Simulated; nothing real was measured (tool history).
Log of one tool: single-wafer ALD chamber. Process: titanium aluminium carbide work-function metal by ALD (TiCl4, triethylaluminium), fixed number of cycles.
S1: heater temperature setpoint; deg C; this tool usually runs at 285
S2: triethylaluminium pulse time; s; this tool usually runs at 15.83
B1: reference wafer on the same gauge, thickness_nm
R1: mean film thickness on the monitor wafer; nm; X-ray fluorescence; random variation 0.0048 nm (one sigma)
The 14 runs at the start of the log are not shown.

Run 15, hour 1034.5: usual settings; B1 2.162. Result: R1 1.876 nm.
Run 16, hour 1112.9: usual settings but S1 273 deg C, S2 11.76 s; B1 2.160. Result: R1 1.757 nm.
Run 17, hour 1217.2: usual settings; B1 2.162. Result: R1 1.878 nm.
At hour 1225.7: thermocouple changed; heater temperature recalibrated, repeated, since the last time left the tool worse.
Run 18, hour 1261.3: usual settings but S1 277 deg C, S2 18.89 s; B1 2.159. Result: R1 1.858 nm.
Run 19, hour 1332.4: usual settings; B1 2.159. Result: R1 1.919 nm.
Run 20, hour 1438.4: usual settings but S1 295 deg C, S2 10.26 s; B1 2.161. Result: R1 1.931 nm.
Run 21, hour 1516.7: usual settings; B1 2.161. Result: R1 1.921 nm.
Run 22, hour 1561.4: usual settings but S1 278 deg C; B1 2.159. Result: R1 1.862 nm.
At hour 1589.0: gauge calibrated.
Run 23, hour 1648.9: usual settings but S2 12.85 s; B1 2.157. Result: R1 1.894 nm.
Run 24, hour 1824.9: usual settings but S1 277 deg C, S2 11.76 s; B1 2.158. Result: R1 1.818 nm.

The next listed run, before its measurement:
Run 25, hour 1920.2: usual settings but S2 11.31 s; B1 ?. Result: R1 ?.

B1: 2.161
R1: 1.868 nm
Had the tool carried no hidden state, the very same run would have given R1 1.870 nm.
